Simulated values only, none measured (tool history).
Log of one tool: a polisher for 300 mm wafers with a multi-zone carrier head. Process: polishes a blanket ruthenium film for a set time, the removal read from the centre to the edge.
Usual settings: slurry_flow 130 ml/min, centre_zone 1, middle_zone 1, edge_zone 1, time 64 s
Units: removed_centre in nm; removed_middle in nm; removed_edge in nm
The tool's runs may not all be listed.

run    hour  slurry_flow  centre_zone  middle_zone  edge_zone  time  incoming thickness of the incoming film, nm  removed_centre  removed_middle  removed_edge
  1       0          130            1         1.03          1    64                                        259.1            33.8              35          33.5
  2    62.6          130            1            1          1    64                                        258.6            34.2            34.2          33.4
         93  -- carrier head's membrane replaced by a new one
  3   162.8          130            1            1          1    64                                        262.1            33.4            33.9          33.2
  4   227.1          100            1            1          1    44                                        258.8            21.2            21.4          22.2
      255.8  -- worn pad replaced by a new one, repeated, since the last time left the tool worse
  5   292.7          145         1.11         1.04          1    57                                        257.4            39.1            36.4            35
  6   340.9           90         1.03            1       0.93    57                                        261.7            32.2            31.5            32
      400.1  -- centre zone pressure recalibrated
      433.3  -- edge zone pressure recalibrated
  7   446.8          130         1.08         0.92       1.04    76                                        263.7            49.3              44          46.4
  8   537.4          120            1            1          1    64                                        256.8            37.5            37.7          38.9
  9     640          100            1            1          1    64                                        264.2            35.2              36          36.5
      690.4  -- slurry nozzle cleaned
 10   744.4          130            1         0.89       0.94    45                                        256.3            26.3            24.2          25.3
      765.7  -- worn pad replaced by a new one
 11   874.9          130            1            1          1    86                                        258.6            52.8            51.9          53.2
      882.7  -- centre zone pressure recalibrated
 12     957          130            1            1          1    64                                        262.2            38.4            38.7          38.7
 13   993.3          115            1            1       0.94    52                                        263.4            30.6            30.8          30.6
     1073.5  -- carrier head's membrane replaced by a new one
 14  1079.2          110         1.05            1          1    64                                        262.8            39.1            36.8          36.9
 15  1148.7          130         1.03            1          1    64                                        263.5            38.1            38.6          38.5
 16  1228.7          130            1            1          1    64                                        259.3            37.5            38.1          37.9
 17  1280.1          130         1.05            1        1.1    64                                        261.4            39.6            37.3            38
     1407.5  -- worn pad replaced by a new one
     1420.4  -- slurry nozzle cleaned
     1510.7  -- centre zone pressure recalibrated
 18  1549.9          130            1         1.05          1    64                                        256.4            39.3            40.5          39.8
 19    1620          130            1            1       1.07    64                                        259.7            38.7            38.4          39.5
 20  1679.9          130            1            1          1    64                                        264.4              38              38          37.9
 21  1718.4          130            1         1.07       1.07    55                                        259.8            33.2            34.3          33.8

Forecast each of these 5 alternatives for the next run:
  A  1718.8          130            1         1.04          1    64                                        263.1               ?               ?             ?
  B  1718.8          130            1            1          1    78                                        263.1               ?               ?             ?
  C  1718.8          130            1            1          1    46                                        263.1               ?               ?             ?
  D  1718.8          130            1            1        0.9    64                                        263.1               ?               ?             ?
  E  1718.8          130          1.1            1       0.89    64                                        263.1               ?               ?             ?

run  removed_centre  removed_middle  removed_edge
  A            37.9            39.6          38.2
  B            46.2            46.9          46.6
  C            27.2            27.6          27.5
  D            37.9            38.5          36.8
  E            41.7            38.5          36.6
Without the tool's hidden state the same runs would have given:
run  removed_centre  removed_middle  removed_edge
  A            38.6            40.3            39
  B            47.1            47.8          47.5
  C            27.8            28.2            28
  D            38.6            39.2          37.5
  E            42.5            39.2          37.3
